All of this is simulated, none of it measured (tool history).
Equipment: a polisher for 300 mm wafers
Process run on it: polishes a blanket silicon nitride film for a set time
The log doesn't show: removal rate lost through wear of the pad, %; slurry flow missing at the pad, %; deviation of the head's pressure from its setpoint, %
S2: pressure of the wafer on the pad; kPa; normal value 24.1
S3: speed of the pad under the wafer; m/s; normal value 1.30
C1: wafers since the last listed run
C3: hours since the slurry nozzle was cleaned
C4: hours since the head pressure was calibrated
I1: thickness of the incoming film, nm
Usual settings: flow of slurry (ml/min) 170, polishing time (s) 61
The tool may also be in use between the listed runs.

{"run": 1, "hour": 0.0, "flow of slurry (ml/min)": 170, "S2": 20.0, "S3": 1.56, "polishing time (s)": 61, "C1": 0, "wafers polished on this pad": 233, "C3": 549.5, "C4": 1171.5, "I1": 741.4, "film removed (nm)": 166.2}
{"run": 2, "hour": 26.1, "flow of slurry (ml/min)": 170, "S2": 20.0, "S3": 1.56, "polishing time (s)": 61, "C1": 232, "wafers polished on this pad": 465, "C3": 575.6, "C4": 1197.6, "I1": 754.5, "film removed (nm)": 164.7}
{"run": 3, "hour": 48.1, "flow of slurry (ml/min)": 170, "S2": 24.1, "S3": 1.3, "polishing time (s)": 52, "C1": 195, "wafers polished on this pad": 660, "C3": 597.6, "C4": 1219.6, "I1": 745.0, "film removed (nm)": 148.3}
{"run": 4, "hour": 68.5, "flow of slurry (ml/min)": 170, "S2": 24.1, "S3": 1.3, "polishing time (s)": 52, "C1": 181, "wafers polished on this pad": 842, "C3": 618.0, "C4": 1240.0, "I1": 749.7, "film removed (nm)": 150.8}
{"hour": 90.0, "done": "worn pad replaced by a new one"}
{"run": 5, "hour": 90.5, "flow of slurry (ml/min)": 170, "S2": 24.1, "S3": 1.3, "polishing time (s)": 52, "C1": 160, "wafers polished on this pad": 4, "C3": 640.0, "C4": 1262.0, "I1": 751.0, "film removed (nm)": 149.3}
{"hour": 124.3, "done": "head pressure recalibrated"}
{"run": 6, "hour": 124.8, "flow of slurry (ml/min)": 170, "S2": 24.1, "S3": 1.3, "polishing time (s)": 61, "C1": 287, "wafers polished on this pad": 291, "C3": 674.3, "C4": 0.5, "I1": 746.0, "film removed (nm)": 155.5}
{"run": 7, "hour": 137.2, "flow of slurry (ml/min)": 170, "S2": 24.1, "S3": 1.3, "polishing time (s)": 61, "C1": 110, "wafers polished on this pad": 401, "C3": 686.7, "C4": 12.9, "I1": 742.9, "film removed (nm)": 155.1}
{"run": 8, "hour": 152.9, "flow of slurry (ml/min)": 170, "S2": 24.1, "S3": 1.3, "polishing time (s)": 61, "C1": 139, "wafers polished on this pad": 541, "C3": 702.4, "C4": 28.6, "I1": 756.2, "film removed (nm)": 153.2}
{"run": 9, "hour": 176.4, "flow of slurry (ml/min)": 170, "S2": 24.1, "S3": 1.3, "polishing time (s)": 61, "C1": 209, "wafers polished on this pad": 750, "C3": 725.9, "C4": 52.1, "I1": 752.2, "film removed (nm)": 153.5}
{"run": 10, "hour": 197.8, "flow of slurry (ml/min)": 135, "S2": 31.0, "S3": 1.3, "polishing time (s)": 68, "C1": 190, "wafers polished on this pad": 941, "C3": 747.3, "C4": 73.5, "I1": 762.4, "film removed (nm)": 216.9}
{"hour": 205.2, "done": "worn pad replaced by a new one"}
{"run": 11, "hour": 223.6, "flow of slurry (ml/min)": 170, "S2": 24.1, "S3": 0.98, "polishing time (s)": 61, "C1": 193, "wafers polished on this pad": 163, "C3": 773.1, "C4": 99.3, "I1": 741.1, "film removed (nm)": 123.7}
{"hour": 233.4, "done": "slurry nozzle cleaned"}
{"run": 12, "hour": 246.5, "flow of slurry (ml/min)": 170, "S2": 24.1, "S3": 1.3, "polishing time (s)": 74, "C1": 194, "wafers polished on this pad": 358, "C3": 13.1, "C4": 122.2, "I1": 758.9, "film removed (nm)": 189.0}
{"run": 13, "hour": 269.9, "flow of slurry (ml/min)": 170, "S2": 24.1, "S3": 1.3, "polishing time (s)": 61, "C1": 208, "wafers polished on this pad": 567, "C3": 36.5, "C4": 145.6, "I1": 763.7, "film removed (nm)": 157.0}
{"run": 14, "hour": 295.0, "flow of slurry (ml/min)": 190, "S2": 24.1, "S3": 0.92, "polishing time (s)": 80, "C1": 223, "wafers polished on this pad": 790, "C3": 61.6, "C4": 170.7, "I1": 750.6, "film removed (nm)": 155.6}

Below are 3 alternative next runs, each starting from the tool's condition after run 14. Predict each:
{"run": "A", "hour": 295.4, "flow of slurry (ml/min)": 170, "S2": 24.1, "S3": 1.3, "polishing time (s)": 61, "C1": 3, "wafers polished on this pad": 793, "C3": 62.0, "C4": 171.1, "I1": 750.9, "film removed (nm)": "?"}
{"run": "B", "hour": 295.4, "flow of slurry (ml/min)": 110, "S2": 17.2, "S3": 1.44, "polishing time (s)": 61, "C1": 3, "wafers polished on this pad": 793, "C3": 62.0, "C4": 171.1, "I1": 750.9, "film removed (nm)": "?"}
{"run": "C", "hour": 295.4, "flow of slurry (ml/min)": 115, "S2": 17.9, "S3": 1.08, "polishing time (s)": 61, "C1": 3, "wafers polished on this pad": 793, "C3": 62.0, "C4": 171.1, "I1": 750.9, "film removed (nm)": "?"}

run=A film_removed_(nm)=155.6
run=B film_removed_(nm)=112.5
run=C film_removed_(nm)=93.7
Without the tool's hidden state the same runs would have given:
run=A film_removed_(nm)=154.9
run=B film_removed_(nm)=112.0
run=C film_removed_(nm)=93.3

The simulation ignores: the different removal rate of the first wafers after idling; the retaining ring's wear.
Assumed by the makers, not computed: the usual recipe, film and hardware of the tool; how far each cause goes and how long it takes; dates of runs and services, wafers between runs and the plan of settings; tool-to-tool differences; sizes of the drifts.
